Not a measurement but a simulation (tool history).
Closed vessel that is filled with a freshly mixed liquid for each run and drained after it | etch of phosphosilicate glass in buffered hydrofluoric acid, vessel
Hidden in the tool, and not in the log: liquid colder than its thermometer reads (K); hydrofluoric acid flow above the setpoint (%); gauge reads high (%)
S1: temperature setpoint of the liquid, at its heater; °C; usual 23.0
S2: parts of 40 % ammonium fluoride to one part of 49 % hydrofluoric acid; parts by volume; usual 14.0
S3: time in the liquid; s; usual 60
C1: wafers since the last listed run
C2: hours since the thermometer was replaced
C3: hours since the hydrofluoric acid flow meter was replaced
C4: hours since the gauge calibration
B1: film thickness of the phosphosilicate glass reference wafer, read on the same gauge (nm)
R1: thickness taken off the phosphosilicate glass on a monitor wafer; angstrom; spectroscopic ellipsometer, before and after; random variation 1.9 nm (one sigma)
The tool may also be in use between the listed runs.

| run | hour | S1 | S2 | S3 | C1 | C2 | C3 | C4 | B1 | R1 |
|---|---|---|---|---|---|---|---|---|---|---|
| 1 | 0.0 | 23.0 | 14.0 | 60 | 0 | 279.8 | 1731.9 | 1377.2 | 149.99 | 3039.6 |
| 2 | 29.5 | 23.0 | 14.0 | 60 | 3728 | 309.3 | 1761.4 | 1406.7 | 150.00 | 3047.5 |
| 3 | 71.9 | 23.0 | 14.0 | 60 | 5359 | 351.7 | 1803.8 | 1449.1 | 149.99 | 3019.7 |
| 4 | 124.6 | 23.0 | 14.0 | 60 | 6661 | 404.4 | 1856.5 | 1501.8 | 149.99 | 3024.9 |
| 5 | 176.6 | 23.0 | 14.0 | 60 | 6573 | 456.4 | 1908.5 | 1553.8 | 149.97 | 3040.9 |
| 6 | 203.2 | 23.0 | 14.0 | 60 | 3362 | 483.0 | 1935.1 | 1580.4 | 150.02 | 3016.9 |
| 7 | 256.6 | 23.0 | 14.0 | 60 | 6750 | 536.4 | 1988.5 | 1633.8 | 149.97 | 3050.8 |
|  | 296.5 | hydrofluoric acid flow meter replaced |
| 8 | 315.8 | 23.0 | 14.0 | 60 | 7356 | 595.6 | 19.3 | 1693.0 | 150.01 | 2884.6 |
| 9 | 380.4 | 23.0 | 14.0 | 60 | 8165 | 660.2 | 83.9 | 1757.6 | 149.97 | 2911.1 |
| 10 | 414.6 | 23.0 | 14.0 | 60 | 4323 | 694.4 | 118.1 | 1791.8 | 150.01 | 2897.9 |
|  | 472.4 | gauge calibrated |
| 11 | 481.4 | 23.0 | 14.0 | 60 | 8443 | 761.2 | 184.9 | 9.0 | 150.02 | 2889.8 |
| 12 | 527.8 | 23.0 | 14.0 | 60 | 5865 | 807.6 | 231.3 | 55.4 | 150.00 | 2906.9 |
|  | 552.3 | thermometer replaced |
| 13 | 559.8 | 23.0 | 14.0 | 60 | 3918 | 7.5 | 263.3 | 87.4 | 149.97 | 2912.8 |
| 14 | 597.5 | 25.0 | 9.0 | 35 | 4765 | 45.2 | 301.0 | 125.1 | 149.98 | 2806.8 |
| 15 | 665.7 | 23.0 | 14.0 | 60 | 8620 | 113.4 | 369.2 | 193.3 | 150.00 | 2904.8 |
| 16 | 718.0 | 23.0 | 15.5 | 80 | 6610 | 165.7 | 421.5 | 245.6 | 150.01 | 3512.0 |
| 17 | 769.2 | 25.5 | 16.5 | 30 | 6471 | 216.9 | 472.7 | 296.8 | 149.99 | 1421.4 |
| 18 | 840.6 | 18.5 | 9.0 | 60 | 9025 | 288.3 | 544.1 | 368.2 | 149.97 | 3446.9 |
| 19 | 884.9 | 21.0 | 14.0 | 30 | 5599 | 332.6 | 588.4 | 412.5 | 149.98 | 1317.2 |
| 20 | 910.1 | 18.0 | 12.5 | 30 | 3185 | 357.8 | 613.6 | 437.7 | 150.02 | 1245.0 |

Forecast run 21:
| 21 | 969.6 | 19.5 | 14.0 | 30 | 7521 | 417.3 | 673.1 | 497.2 | ? | ? |

{"run 21": {"B1": 150.0, "R1": 1213.2}}
Without the tool's hidden state the same run would have given R1 1183.0 angstrom.
